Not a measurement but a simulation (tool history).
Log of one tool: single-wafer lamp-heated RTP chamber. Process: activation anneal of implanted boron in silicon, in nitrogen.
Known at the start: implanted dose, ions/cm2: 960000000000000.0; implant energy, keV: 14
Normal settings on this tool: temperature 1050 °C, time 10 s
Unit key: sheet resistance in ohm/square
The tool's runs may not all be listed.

| run | hour | temperature | time | wafers since the last listed run | wafers since the last pyrometer calibration | wafers since the reflector plate was cleaned | hours since the gauge calibration | read-back reference wafer on the same gauge, sheet resistance | sheet resistance |
|---|---|---|---|---|---|---|---|---|---|
| 1 | 0 | 1050 | 8 | 0 | 6877 | 1068 | 561.5 | 115.97 | 115.22 |
|  | 56.4 | pyrometer window cleaned and pyrometer calibrated |
| 2 | 56.9 | 1050 | 10 | 842 | 9 | 1910 | 618.4 | 116.02 | 115.81 |
| 3 | 158.9 | 1050 | 10 | 1757 | 1766 | 3667 | 720.4 | 115.98 | 115.6 |
| 4 | 232.8 | 1050 | 10 | 1272 | 3039 | 4940 | 794.3 | 116.01 | 115.44 |
| 5 | 271.7 | 1050 | 10 | 670 | 3709 | 5610 | 833.2 | 116 | 115.14 |
| 6 | 311.2 | 1050 | 10 | 680 | 4389 | 6291 | 872.7 | 115.98 | 115.41 |
| 7 | 356.6 | 1050 | 10 | 782 | 5171 | 7073 | 918.1 | 116 | 115.22 |
| 8 | 445.6 | 1050 | 10 | 1533 | 6704 | 8606 | 1007.1 | 116.03 | 115.11 |
|  | 542 | pyrometer window cleaned and pyrometer calibrated |
| 9 | 635.6 | 1050 | 10 | 3135 | 1612 | 11741 | 1197.1 | 116.04 | 115.23 |
| 10 | 738.1 | 1050 | 10 | 1765 | 3377 | 13506 | 1299.6 | 115.96 | 115.27 |
|  | 839.2 | reflector plate cleaned |
| 11 | 839.7 | 1050 | 10 | 1612 | 4989 | 8 | 1401.2 | 116.03 | 115.06 |
| 12 | 909.5 | 1050 | 10 | 1202 | 6192 | 1210 | 1471 | 116.01 | 115.19 |
| 13 | 1006.1 | 1073 | 10 | 1663 | 7856 | 2874 | 1567.6 | 115.9 | 114.52 |
| 14 | 1076.6 | 1038 | 5 | 1214 | 9070 | 4088 | 1638.1 | 115.99 | 116.4 |
|  | 1120.6 | pyrometer window cleaned and pyrometer calibrated |
| 15 | 1176.6 | 1050 | 10 | 1584 | 964 | 5673 | 1738.1 | 116.03 | 115.78 |
| 16 | 1228.2 | 1059 | 10 | 888 | 1853 | 6562 | 1789.7 | 116.01 | 114.85 |
| 17 | 1281.1 | 1050 | 10 | 911 | 2764 | 7473 | 1842.6 | 116.07 | 115.54 |
| 18 | 1332.2 | 1068 | 14 | 880 | 3644 | 8353 | 1893.7 | 115.98 | 114.69 |
| 19 | 1392.2 | 1050 | 10 | 1033 | 4678 | 9387 | 1953.7 | 115.93 | 115.14 |
| 20 | 1461 | 1050 | 10 | 1185 | 5863 | 10572 | 2022.5 | 116.03 | 115.59 |
|  | 1502.1 | gauge calibrated |
| 21 | 1513.3 | 1030 | 5 | 900 | 6764 | 11473 | 11.2 | 116.03 | 117.19 |
| 22 | 1588.2 | 1062 | 15 | 1290 | 8054 | 12763 | 86.1 | 115.98 | 114.22 |
|  | 1695.9 | pyrometer window cleaned and pyrometer calibrated |
|  | 1703.1 | reflector plate cleaned |
| 23 | 1745.3 | 1061 | 16 | 2445 | 727 | 727 | 243.2 | 116 | 114.19 |
| 24 | 1822.9 | 1026 | 7 | 1336 | 2063 | 2063 | 320.8 | 115.97 | 117.7 |
| 25 | 1888.1 | 1037 | 10 | 1123 | 3187 | 3187 | 386 | 115.98 | 116.11 |

Predict the results of run 26:
| 26 | 1979.8 | 1061 | 14 | 1579 | 4766 | 4766 | 477.7 | ? | ? |

Run 26 came out at read-back reference wafer on the same gauge, sheet resistance 115.98, sheet resistance 114.66 ohm/square.
The same run, on a tool lacking any hidden state, would have yielded sheet resistance 114.99 ohm/square.

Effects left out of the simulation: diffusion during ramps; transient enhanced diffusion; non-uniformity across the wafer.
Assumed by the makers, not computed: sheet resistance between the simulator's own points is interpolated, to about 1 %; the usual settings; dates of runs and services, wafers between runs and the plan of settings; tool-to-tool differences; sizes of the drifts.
